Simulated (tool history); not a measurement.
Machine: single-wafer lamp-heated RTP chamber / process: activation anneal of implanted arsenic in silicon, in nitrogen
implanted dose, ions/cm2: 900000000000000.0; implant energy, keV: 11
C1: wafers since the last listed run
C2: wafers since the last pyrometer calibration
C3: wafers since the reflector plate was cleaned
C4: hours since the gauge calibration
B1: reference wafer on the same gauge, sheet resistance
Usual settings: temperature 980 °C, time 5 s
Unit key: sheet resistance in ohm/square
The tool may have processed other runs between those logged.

Run 1, hour 0: usual settings; C1 0; C2 3226; C3 9917; C4 94; B1 175.99. Result: sheet resistance 183.12 ohm/square.
Run 2, hour 9.1: usual settings; C1 172; C2 3398; C3 10089; C4 103.1; B1 175.79. Result: sheet resistance 183.56 ohm/square.
At hour 13.3: gauge calibrated.
Run 3, hour 21.6: usual settings but temperature 973 °C, time 6 s; C1 236; C2 3635; C3 10326; C4 8.3; B1 175.87. Result: sheet resistance 182.56 ohm/square.
Run 4, hour 29.2: usual settings but temperature 973 °C, time 6 s; C1 143; C2 3779; C3 10470; C4 15.9; B1 176.03. Result: sheet resistance 183.55 ohm/square.
Run 5, hour 39.9: usual settings but temperature 973 °C, time 6 s; C1 202; C2 3981; C3 10672; C4 26.6; B1 176.05. Result: sheet resistance 184.36 ohm/square.
Run 6, hour 49.1: usual settings; C1 174; C2 4156; C3 10846; C4 35.8; B1 175.81. Result: sheet resistance 182.35 ohm/square.
Run 7, hour 60: usual settings; C1 206; C2 4362; C3 11053; C4 46.7; B1 175.89. Result: sheet resistance 182.51 ohm/square.
Run 8, hour 75.6: usual settings; C1 295; C2 4657; C3 11348; C4 62.3; B1 175.96. Result: sheet resistance 182.93 ohm/square.
Run 9, hour 88.4: usual settings but time 3 s; C1 242; C2 4899; C3 11590; C4 75.1; B1 175.84. Result: sheet resistance 189.48 ohm/square.
Run 10, hour 104.5: usual settings; C1 304; C2 5204; C3 11895; C4 91.2; B1 176.01. Result: sheet resistance 182.21 ohm/square.
At hour 114.3: reflector plate cleaned.
At hour 115.4: pyrometer window cleaned and pyrometer calibrated.
Run 11, hour 118.4: usual settings but temperature 1005 °C, time 3 s; C1 91; C2 57; C3 57; C4 105.1; B1 175.93. Result: sheet resistance 183.27 ohm/square.
Run 12, hour 124.9: usual settings but temperature 1000 °C, time 4 s; C1 123; C2 180; C3 180; C4 111.6; B1 175.88. Result: sheet resistance 181.6 ohm/square.
At hour 129: gauge calibrated.
Run 13, hour 142.2: usual settings but temperature 1002 °C, time 7 s; C1 327; C2 507; C3 507; C4 13.2; B1 175.99. Result: sheet resistance 171.37 ohm/square.
Run 14, hour 156.5: usual settings but temperature 965 °C, time 6 s; C1 270; C2 778; C3 778; C4 27.5; B1 176.02. Result: sheet resistance 191.7 ohm/square.
Run 15, hour 173.4: usual settings but temperature 1001 °C, time 4 s; C1 319; C2 1098; C3 1098; C4 44.4; B1 175.92. Result: sheet resistance 179.52 ohm/square.
Run 16, hour 183.7: usual settings; C1 194; C2 1293; C3 1293; C4 54.7; B1 176.01. Result: sheet resistance 184.9 ohm/square.
Run 17, hour 193: usual settings but temperature 955 °C, time 4 s; C1 176; C2 1469; C3 1469; C4 64; B1 176.1. Result: sheet resistance 200.52 ohm/square.

Run 18 is up next; what results do you expect?
Run 18, hour 201.5: usual settings but time 7 s; C1 160; C2 1630; C3 1630; C4 72.5; B1 ?. Result: sheet resistance ?.

{"run 18": {"B1": 176.03, "sheet resistance": 179.85}}
If the tool had no hidden condition, the same run with the same run-to-run variation would have returned sheet resistance 184.42 ohm/square.

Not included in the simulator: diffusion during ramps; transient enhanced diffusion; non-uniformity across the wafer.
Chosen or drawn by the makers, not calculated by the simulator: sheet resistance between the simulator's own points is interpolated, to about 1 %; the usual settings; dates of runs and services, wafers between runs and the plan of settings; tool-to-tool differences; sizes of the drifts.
